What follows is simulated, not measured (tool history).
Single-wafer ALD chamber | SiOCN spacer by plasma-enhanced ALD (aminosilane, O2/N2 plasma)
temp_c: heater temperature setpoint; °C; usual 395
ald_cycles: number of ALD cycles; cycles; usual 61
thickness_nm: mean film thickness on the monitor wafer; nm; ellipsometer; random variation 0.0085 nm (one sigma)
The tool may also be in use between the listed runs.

| run | hour | temp_c | ald_cycles | read-back reference wafer on the same gauge, thickness_nm | thickness_nm |
|---|---|---|---|---|---|
| 1 | 0.0 | 391 | 61 | 3.498 | 3.414 |
| 2 | 9.0 | 391 | 61 | 3.496 | 3.432 |
| 3 | 23.4 | 404 | 61 | 3.500 | 3.382 |
| 4 | 30.1 | 404 | 61 | 3.501 | 3.366 |
| 5 | 48.1 | 404 | 61 | 3.503 | 3.397 |
| 6 | 62.8 | 395 | 70 | 3.507 | 3.925 |
| 7 | 76.8 | 395 | 61 | 3.509 | 3.420 |
| 8 | 91.0 | 395 | 61 | 3.510 | 3.428 |
| 9 | 103.5 | 395 | 66 | 3.512 | 3.712 |
| 10 | 116.4 | 383 | 56 | 3.516 | 3.154 |
| 11 | 123.8 | 409 | 73 | 3.515 | 4.011 |
| 12 | 140.8 | 395 | 61 | 3.523 | 3.445 |
| 13 | 153.1 | 388 | 71 | 3.528 | 4.010 |
|  | 157.4 | gauge calibrated |
|  | 169.3 | thermocouple changed; heater temperature recalibrated |
| 14 | 170.8 | 389 | 61 | 3.493 | 3.420 |
| 15 | 219.1 | 395 | 61 | 3.492 | 3.400 |
| 16 | 228.9 | 400 | 64 | 3.495 | 3.576 |
| 17 | 238.7 | 395 | 61 | 3.493 | 3.395 |

Forecast each of these 5 alternatives for the next run:
| A | 239.2 | 410 | 61 | ? | ? |
| B | 239.2 | 395 | 54 | ? | ? |
| C | 239.2 | 400 | 61 | ? | ? |
| D | 239.2 | 408 | 61 | ? | ? |
| E | 239.2 | 387 | 61 | ? | ? |

| run | read-back reference wafer on the same gauge, thickness_nm | thickness_nm |
|---|---|---|
| A | 3.495 | 3.311 |
| B | 3.495 | 3.022 |
| C | 3.495 | 3.414 |
| D | 3.495 | 3.331 |
| E | 3.495 | 3.414 |
Without the tool's hidden state the same runs would have given:
| run | thickness_nm |
|---|---|
| A | 3.307 |
| B | 3.018 |
| C | 3.409 |
| D | 3.327 |
| E | 3.409 |
